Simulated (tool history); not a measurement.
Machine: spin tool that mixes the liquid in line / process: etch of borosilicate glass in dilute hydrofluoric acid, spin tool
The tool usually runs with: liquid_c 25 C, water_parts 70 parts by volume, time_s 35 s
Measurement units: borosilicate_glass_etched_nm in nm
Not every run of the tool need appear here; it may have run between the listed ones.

run	hour	liquid_c	water_parts	time_s	read-back film thickness of the borosilicate glass reference wafer, read on the same gauge (nm)	borosilicate_glass_etched_nm
1	0	25	70	35	130.01	10.06
2	60.2	25	70	35	130	10.2
3	86.7	25	70	35	130.01	9.97
4	118.8	25	70	35	129.99	10.3
5	156.4	25	90	35	129.98	7.68
6	221	25	70	35	129.98	10.4
# hour 338.5: thermometer replaced
7	351.2	27.5	70	35	130.02	11.53
8	383.9	27.5	70	35	130.04	11.58
9	426.9	28.5	70	35	130.01	12.05
10	468.2	28.5	70	35	130.02	12.3
11	503.2	25	70	35	130.04	10.39
12	562.3	25	70	35	129.93	10.51
13	598.9	26.5	70	35	130.02	11.35
14	658.7	25	70	35	129.96	10.63
15	685.5	24	70	35	130.02	10.3
16	725.6	27	70	35	130.01	11.51
# hour 727.5: hydrofluoric acid flow meter replaced
17	771.7	25	70	45	129.97	12.52
18	818.4	25	70	35	129.97	9.8
19	870.1	26.5	35	50	129.96	31.15
20	925.1	25	70	35	130.04	9.86
21	953.8	28.5	70	20	130	6.38
# hour 1051.7: thermometer replaced
22	1140.9	26.5	70	30	130.02	9.26

What does the tool deliver on the next run?
23	1175.9	25	70	45	?	?

{"run 23": {"read-back film thickness of the borosilicate glass reference wafer, read on the same gauge (nm)": 129.98, "borosilicate_glass_etched_nm": 12.93}}
With no hidden state in the tool, this same run would have given borosilicate_glass_etched_nm 12.3 nm.
